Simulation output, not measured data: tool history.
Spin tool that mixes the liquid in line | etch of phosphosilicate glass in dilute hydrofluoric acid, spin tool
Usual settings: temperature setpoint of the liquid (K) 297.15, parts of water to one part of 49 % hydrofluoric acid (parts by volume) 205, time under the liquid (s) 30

run    hour  temperature setpoint of the liquid (K)  parts of water to one part of 49 % hydrofluoric acid (parts by volume)  time under the liquid (s)  wafers since the last listed run  hours since the thermometer was replaced  hours since the hydrofluoric acid flow meter was replaced  hours since the gauge calibration  read-back film thickness of the phosphosilicate glass reference wafer, read on the same gauge (nm)  thickness taken off the phosphosilicate glass on a monitor wafer (Å)
  1     0.0                                  293.15                                                                     205                         30                                 0                                     471.0                                                      119.9                              349.0                                                                                               79.99                                                                  65.1
  2    68.2                                  293.15                                                                     205                         30                              1130                                     539.2                                                      188.1                              417.2                                                                                               79.99                                                                  64.9
  3   115.9                                  293.15                                                                     205                         30                               790                                     586.9                                                      235.8                              464.9                                                                                               79.99                                                                  64.5
  4   172.5                                  297.15                                                                     260                         30                               938                                     643.5                                                      292.4                              521.5                                                                                               79.99                                                                  56.8
  5   212.6                                  297.15                                                                     260                         30                               664                                     683.6                                                      332.5                              561.6                                                                                               79.95                                                                  56.0
  6   272.2                                  297.15                                                                     260                         30                               988                                     743.2                                                      392.1                              621.2                                                                                               80.02                                                                  56.4
  7   322.5                                  297.15                                                                     255                         30                               833                                     793.5                                                      442.4                              671.5                                                                                               79.99                                                                  58.0
  8   372.1                                  297.15                                                                     255                         30                               822                                     843.1                                                      492.0                              721.1                                                                                               80.05                                                                  57.7
  9   430.8                                  297.15                                                                     255                         30                               973                                     901.8                                                      550.7                              779.8                                                                                               79.98                                                                  57.9
 10   515.8                                  297.15                                                                     255                         15                              1409                                     986.8                                                      635.7                              864.8                                                                                               80.04                                                                  28.9
 11   813.1                                  297.15                                                                     255                         15                              4929                                    1284.1                                                      933.0                             1162.1                                                                                               80.01                                                                  29.3
 12   849.8                                  297.15                                                                     255                         15                               608                                    1320.8                                                      969.7                             1198.8                                                                                               79.96                                                                  29.4
 13   924.7                                  294.65                                                                     205                         30                              1241                                    1395.7                                                     1044.6                             1273.7                                                                                               80.01                                                                  69.5
 14  1006.6                                  297.15                                                                     205                         25                              1357                                    1477.6                                                     1126.5                             1355.6                                                                                               79.99                                                                  63.7
 15  1061.0                                  295.65                                                                     140                         25                               901                                    1532.0                                                     1180.9                             1410.0                                                                                               80.03                                                                  94.6
 16  1097.5                                  297.15                                                                     205                         30                               605                                    1568.5                                                     1217.4                             1446.5                                                                                               79.95                                                                  76.3
 17  1161.2                                  297.15                                                                     205                         30                              1056                                    1632.2                                                     1281.1                             1510.2                                                                                               80.01                                                                  76.8
 18  1234.3                                  297.15                                                                     205                         30                              1211                                    1705.3                                                     1354.2                             1583.3                                                                                               80.00                                                                  77.0
     1308.8  -- gauge calibrated
     1434.1  -- hydrofluoric acid flow meter replaced
 19  1460.8                                  297.15                                                                     130                         40                              3738                                    1931.8                                                       26.7                              152.0                                                                                               79.99                                                                 167.4
 20  1497.6                                  294.15                                                                     205                         40                               610                                    1968.6                                                       63.5                              188.8                                                                                               79.97                                                                  86.8
 21  1618.6                                  297.15                                                                     205                         30                              2006                                    2089.6                                                      184.5                              309.8                                                                                               80.04                                                                  73.2
     1646.5  -- thermometer replaced
 22  1668.0                                  297.15                                                                     205                         30                               802                                      21.5                                                      233.9                              359.2                                                                                               80.01                                                                  77.4
 23  1747.7                                  297.15                                                                     280                         50                              1321                                     101.2                                                      313.6                              438.9                                                                                               79.99                                                                  87.9
 24  1832.2                                  297.15                                                                     205                         30                              1400                                     185.7                                                      398.1                              523.4                                                                                               79.99                                                                  77.5
 25  1877.1                                  300.15                                                                     135                         30                               744                                     230.6                                                      443.0                              568.3                                                                                               79.99                                                                 143.4
 26  1934.6                                  300.15                                                                     160                         45                               953                                     288.1                                                      500.5                              625.8                                                                                               80.03                                                                 173.0
 27  2040.9                                  295.15                                                                     260                         20                              1762                                     394.4                                                      606.8                              732.1                                                                                               79.96                                                                  35.6
 28  2136.6                                  301.65                                                                     305                         15                              1586                                     490.1                                                      702.5                              827.8                                                                                               80.01                                                                  27.6

3 ways to go on from here, each from the tool as it stands after run 28. What would each give?
  A  2137.0                                  297.15                                                                     180                         30                                 6                                     490.5                                                      702.9                              828.2                                                                                                   ?                                                                     ?
  B  2137.0                                  292.65                                                                     205                         30                                 6                                     490.5                                                      702.9                              828.2                                                                                                   ?                                                                     ?
  C  2137.0                                  292.15                                                                     205                         45                                 6                                     490.5                                                      702.9                              828.2                                                                                                   ?                                                                     ?

run  read-back film thickness of the phosphosilicate glass reference wafer, read on the same gauge (nm)  thickness taken off the phosphosilicate glass on a monitor wafer (Å)
  A                                                                                               80.06                                                                  90.5
  B                                                                                               80.06                                                                  65.2
  C                                                                                               80.06                                                                  96.0
Without the tool's hidden state the same runs would have given:
run  thickness taken off the phosphosilicate glass on a monitor wafer (Å)
  A                                                                  89.0
  B                                                                  64.2
  C                                                                  94.4

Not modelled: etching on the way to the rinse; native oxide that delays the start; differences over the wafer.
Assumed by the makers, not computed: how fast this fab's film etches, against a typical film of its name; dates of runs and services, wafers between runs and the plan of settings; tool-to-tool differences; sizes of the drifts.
